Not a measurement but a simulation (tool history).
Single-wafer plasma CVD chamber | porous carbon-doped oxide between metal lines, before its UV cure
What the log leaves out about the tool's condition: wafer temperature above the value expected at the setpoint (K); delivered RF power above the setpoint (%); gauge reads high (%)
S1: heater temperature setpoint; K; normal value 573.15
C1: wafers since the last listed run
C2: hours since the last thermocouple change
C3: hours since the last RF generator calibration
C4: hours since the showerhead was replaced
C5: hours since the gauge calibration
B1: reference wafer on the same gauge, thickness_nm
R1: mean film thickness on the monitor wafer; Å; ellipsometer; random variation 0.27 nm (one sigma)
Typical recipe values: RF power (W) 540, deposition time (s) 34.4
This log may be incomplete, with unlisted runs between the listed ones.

run 1 hour=0.0 | S1=573.15 RF_power_(W)=540 deposition_time_(s)=34.4 | C1=0 C2=2207.3 C3=1267.7 C4=3331.2 C5=140.9 | B1=147.981 | R1=1771.06
run 2 hour=27.2 | S1=573.15 RF_power_(W)=540 deposition_time_(s)=34.4 | C1=442 C2=2234.5 C3=1294.9 C4=3358.4 C5=168.1 | B1=148.092 | R1=1771.96
run 3 hour=50.7 | S1=573.15 RF_power_(W)=540 deposition_time_(s)=34.4 | C1=382 C2=2258.0 C3=1318.4 C4=3381.9 C5=191.6 | B1=147.983 | R1=1766.69
run 4 hour=69.1 | S1=564.15 RF_power_(W)=540 deposition_time_(s)=39.7 | C1=299 C2=2276.4 C3=1336.8 C4=3400.3 C5=210.0 | B1=148.009 | R1=2128.24
run 5 hour=104.3 | S1=564.15 RF_power_(W)=540 deposition_time_(s)=39.7 | C1=572 C2=2311.6 C3=1372.0 C4=3435.5 C5=245.2 | B1=147.997 | R1=2139.37
run 6 hour=137.2 | S1=564.15 RF_power_(W)=540 deposition_time_(s)=39.7 | C1=535 C2=2344.5 C3=1404.9 C4=3468.4 C5=278.1 | B1=148.014 | R1=2130.58
-- hour=164.6 showerhead replaced
run 7 hour=167.6 | S1=573.15 RF_power_(W)=455 deposition_time_(s)=34.4 | C1=364 C2=2374.9 C3=1435.3 C4=3.0 C5=308.5 | B1=147.973 | R1=1603.34
run 8 hour=188.4 | S1=573.15 RF_power_(W)=540 deposition_time_(s)=34.4 | C1=338 C2=2395.7 C3=1456.1 C4=23.8 C5=329.3 | B1=148.037 | R1=1772.82
-- hour=248.5 thermocouple changed; heater temperature recalibrated
-- hour=267.2 RF generator calibrated
run 9 hour=291.9 | S1=573.15 RF_power_(W)=540 deposition_time_(s)=34.4 | C1=1423 C2=43.4 C3=24.7 C4=127.3 C5=432.8 | B1=147.983 | R1=1821.16
-- hour=304.4 gauge calibrated
run 10 hour=314.6 | S1=586.15 RF_power_(W)=455 deposition_time_(s)=36.4 | C1=369 C2=66.1 C3=47.4 C4=150.0 C5=10.2 | B1=148.024 | R1=1639.46
run 11 hour=341.3 | S1=581.15 RF_power_(W)=540 deposition_time_(s)=34.4 | C1=434 C2=92.8 C3=74.1 C4=176.7 C5=36.9 | B1=148.046 | R1=1747.95
run 12 hour=374.8 | S1=573.15 RF_power_(W)=540 deposition_time_(s)=28.0 | C1=544 C2=126.3 C3=107.6 C4=210.2 C5=70.4 | B1=147.971 | R1=1485.72
run 13 hour=394.5 | S1=561.15 RF_power_(W)=595 deposition_time_(s)=28.7 | C1=320 C2=146.0 C3=127.3 C4=229.9 C5=90.1 | B1=148.096 | R1=1708.07
run 14 hour=429.6 | S1=581.15 RF_power_(W)=455 deposition_time_(s)=34.4 | C1=570 C2=181.1 C3=162.4 C4=265.0 C5=125.2 | B1=147.879 | R1=1576.36

Measured less the same run without the tool's hidden state. The same run-to-run variation is in both; the gauge's scatter may not be:
run=1 R1=-60.11
run=2 R1=-60.41
run=3 R1=-60.46
run=4 R1=-73.02
run=5 R1=-73.76
run=6 R1=-73.78
run=7 R1=-60.55
run=8 R1=-61.76
run=9 R1=-9.19
run=10 R1=-10.84
run=11 R1=-14.26
run=12 R1=-15.02
run=13 R1=-18.73
run=14 R1=-20.89

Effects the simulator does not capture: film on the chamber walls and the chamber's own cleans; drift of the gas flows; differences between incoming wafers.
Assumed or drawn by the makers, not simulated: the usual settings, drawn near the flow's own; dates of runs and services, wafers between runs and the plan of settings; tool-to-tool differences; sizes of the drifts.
